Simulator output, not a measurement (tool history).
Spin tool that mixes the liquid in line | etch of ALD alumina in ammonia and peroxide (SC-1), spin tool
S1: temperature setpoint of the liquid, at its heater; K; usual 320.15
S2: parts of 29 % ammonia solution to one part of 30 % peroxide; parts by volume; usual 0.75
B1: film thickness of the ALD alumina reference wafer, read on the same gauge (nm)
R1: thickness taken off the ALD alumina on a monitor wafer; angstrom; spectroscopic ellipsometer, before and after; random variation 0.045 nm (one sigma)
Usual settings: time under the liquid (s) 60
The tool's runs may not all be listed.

run 1 hour=0.0 | S1=320.15 S2=0.75 time_under_the_liquid_(s)=60 | B1=110.03 | R1=57.9
run 2 hour=71.8 | S1=320.15 S2=0.75 time_under_the_liquid_(s)=60 | B1=110.02 | R1=58.7
run 3 hour=116.3 | S1=324.65 S2=0.75 time_under_the_liquid_(s)=60 | B1=109.99 | R1=74.4
run 4 hour=211.4 | S1=324.65 S2=0.75 time_under_the_liquid_(s)=60 | B1=110.00 | R1=74.8
-- hour=260.3 new drum of ammonia solution connected
run 5 hour=312.4 | S1=324.65 S2=0.75 time_under_the_liquid_(s)=60 | B1=110.01 | R1=74.2
run 6 hour=488.5 | S1=320.15 S2=0.75 time_under_the_liquid_(s)=60 | B1=109.97 | R1=59.0
run 7 hour=542.6 | S1=320.15 S2=0.75 time_under_the_liquid_(s)=60 | B1=109.99 | R1=59.2
run 8 hour=613.6 | S1=314.65 S2=0.75 time_under_the_liquid_(s)=60 | B1=109.99 | R1=43.1
-- hour=636.2 thermometer replaced
-- hour=709.1 gauge calibrated
run 9 hour=712.0 | S1=320.15 S2=0.75 time_under_the_liquid_(s)=60 | B1=110.00 | R1=49.8
run 10 hour=809.7 | S1=326.15 S2=0.75 time_under_the_liquid_(s)=45 | B1=109.99 | R1=52.3
run 11 hour=863.9 | S1=320.15 S2=0.75 time_under_the_liquid_(s)=60 | B1=110.00 | R1=50.6
-- hour=920.3 new drum of ammonia solution connected
-- hour=921.7 ammonia flow meter replaced
run 12 hour=1065.6 | S1=325.15 S2=0.75 time_under_the_liquid_(s)=60 | B1=109.96 | R1=67.5
run 13 hour=1121.5 | S1=320.15 S2=0.75 time_under_the_liquid_(s)=60 | B1=109.99 | R1=51.7
-- hour=1183.8 heated supply line repaired
run 14 hour=1184.1 | S1=326.15 S2=0.90 time_under_the_liquid_(s)=60 | B1=110.04 | R1=76.0
run 15 hour=1281.4 | S1=320.15 S2=0.75 time_under_the_liquid_(s)=60 | B1=110.00 | R1=53.5
run 16 hour=1364.6 | S1=329.65 S2=0.55 time_under_the_liquid_(s)=40 | B1=110.04 | R1=58.2
run 17 hour=1448.8 | S1=315.65 S2=1.00 time_under_the_liquid_(s)=25 | B1=110.01 | R1=17.9
run 18 hour=1490.1 | S1=327.65 S2=1.10 time_under_the_liquid_(s)=40 | B1=110.02 | R1=55.4

Hidden state or all else? Some run-to-run changes of R1, split into what the settings, what came in and random variation would give without the hidden state, and what is left for the hidden state (with any gauge scatter that isn't in both results):
The hidden state here: liquid hotter than its thermometer reads (K); ammonia flow below the setpoint (%); temperature lost on the way to the wafer (K); ammonia solution weaker than its label (%); gauge reads high (%).
Run 8 -> 9: S1 314.65 -> 320.15, thermometer replaced, gauge calibrated. R1 +6.7 angstrom: hidden state -6.4, all else +13.1.
Run 16 -> 17: S1 329.65 -> 315.65, S2 0.55 -> 1.00, time under the liquid (s) 40 -> 25. R1 -40.3 angstrom: hidden state -1.2, all else -39.1.

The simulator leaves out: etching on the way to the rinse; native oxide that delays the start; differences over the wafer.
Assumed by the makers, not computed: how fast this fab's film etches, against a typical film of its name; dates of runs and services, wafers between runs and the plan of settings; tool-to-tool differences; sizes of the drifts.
